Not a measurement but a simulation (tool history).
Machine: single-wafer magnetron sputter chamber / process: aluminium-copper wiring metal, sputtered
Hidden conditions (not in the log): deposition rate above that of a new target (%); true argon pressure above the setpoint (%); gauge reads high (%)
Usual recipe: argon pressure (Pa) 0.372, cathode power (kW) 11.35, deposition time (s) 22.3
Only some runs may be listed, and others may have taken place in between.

run	day	argon pressure (Pa)	cathode power (kW)	deposition time (s)	wafers since the last listed run	wafers on the sputter target	hours since the last manometer calibration	hours since the magnet pack was replaced	hours since the gauge calibration	read-back reference wafer on the same gauge, thickness_nm	mean film thickness on the monitor wafer (Å)
1	0	0.372	11.35	25.3	0	4422	1228.2	7156.2	594.1	554.228	5661.12
2	1.4	0.372	11.35	25.3	977	5399	1261.8	7189.8	627.7	553.903	5563.94
3	4.238	0.372	11.35	22.3	1980	7380	1329.9	7257.9	695.8	553.906	4841.61
4	6.775	0.372	11.35	22.3	1770	9151	1390.8	7318.8	756.7	553.458	4776.44
# day 8.362: sputter target and shields replaced
5	9.654	0.372	11.35	22.3	1776	901	1459.9	7387.9	825.8	553.455	4963.43
6	18.358	0.372	11.35	22.3	6074	6976	1668.8	7596.8	1034.7	554.726	4873.04
7	20.175	0.372	11.35	22.3	1267	8244	1712.4	7640.4	1078.3	554.021	4818.37
8	22.304	0.372	11.35	22.3	1485	9730	1763.5	7691.5	1129.4	553.457	4711.37
# day 23.712: sputter target and shields replaced
9	24.617	0.372	11.35	22.3	1381	632	1819	7747	1184.9	554.244	4987.45
10	26.742	0.372	11.35	22.3	1483	2115	1870	7798	1235.9	553.277	4999.61
11	33.3	0.372	11.35	22.3	4577	6692	2027.4	7955.4	1393.3	553.041	4914.3
# day 35.362: magnet pack replaced
12	35.733	0.372	11.35	22.3	1465	8157	2085.8	8.9	1451.7	553.725	4799.19
# day 37.025: sputter target and shields replaced
13	38.108	0.372	11.35	22.3	1424	756	2142.8	65.9	1508.7	554.216	5038.23
14	39.146	0.372	13.1	22.3	724	1481	2167.7	90.8	1533.6	554.096	5832.04
15	40.242	0.372	11.35	22.3	764	2245	2194	117.1	1559.9	553.368	5055.23
16	43.025	0.372	11.35	22.3	1942	4188	2260.8	183.9	1626.7	553.712	4943.19
17	45.104	0.372	11.35	26.6	1451	5639	2310.7	233.8	1676.6	554.1	5957.54
18	47.175	0.372	11.35	22.3	1445	7084	2360.4	283.5	1726.3	554.14	4871.97
19	49.65	0.372	11.35	22.3	1727	8812	2419.8	342.9	1785.7	553.898	4822.45
20	50.721	0.294	9.7	24.5	747	9559	2445.5	368.6	1811.4	554.505	4615.67
21	52.058	0.421	13.4	26	933	10492	2477.6	400.7	1843.5	554.347	6426.28
# day 52.688: sputter target and shields replaced
# day 53.488: capacitance manometer re-zeroed and calibrated
22	54.329	0.447	8.6	21.1	1119	912	20.2	455.2	1898	553.878	3521.36
23	56.546	0.372	12.2	22.3	1547	2459	73.4	508.4	1951.2	554.662	5382.22
# day 56.596: gauge calibrated
24	58.596	0.372	11.35	18.5	1430	3889	122.6	557.6	48	554.207	4143.2
25	60.429	0.459	11.35	22.3	1279	5169	166.6	601.6	92	553.491	4789.13
26	62.238	0.291	9.8	22.3	1262	6431	210	645	135.4	554.029	4328.75
27	63.329	0.49	11.35	19.5	761	7193	236.2	671.2	161.6	553.261	4121.22
28	66.154	0.372	14.1	22.3	1971	9164	304	739	229.4	553.829	5976.8
# day 67.688: sputter target and shields replaced
29	67.708	0.372	11.35	22.3	852	15	341.3	776.3	266.7	554.048	4951.97
30	70.546	0.372	11.35	22.3	1980	1995	409.4	844.4	334.8	553.746	4926.49
31	75.317	0.476	13.95	19.9	3329	5325	523.9	958.9	449.3	553.165	5236.29
32	77.171	0.296	10.3	22.3	1294	6619	568.4	1003.4	493.8	554.064	4509.67
33	78.288	0.372	12.4	22.3	779	7398	595.2	1030.2	520.6	553.865	5310.05

Below are 3 alternative next runs, each starting from the tool's condition after run 33. Predict each:
A	78.304	0.372	11.35	24.2	11	7410	595.6	1030.6	521	?	?
B	78.304	0.372	11.35	19.7	11	7410	595.6	1030.6	521	?	?
C	78.304	0.513	9.6	24.7	11	7410	595.6	1030.6	521	?	?

run	read-back reference wafer on the same gauge, thickness_nm	mean film thickness on the monitor wafer (Å)
A	554.386	5256.89
B	554.386	4279.37
C	554.386	4335.47
Had the tool no hidden state, the same runs would have come out as:
run	mean film thickness on the monitor wafer (Å)
A	5468.53
B	4451.65
C	4510.01
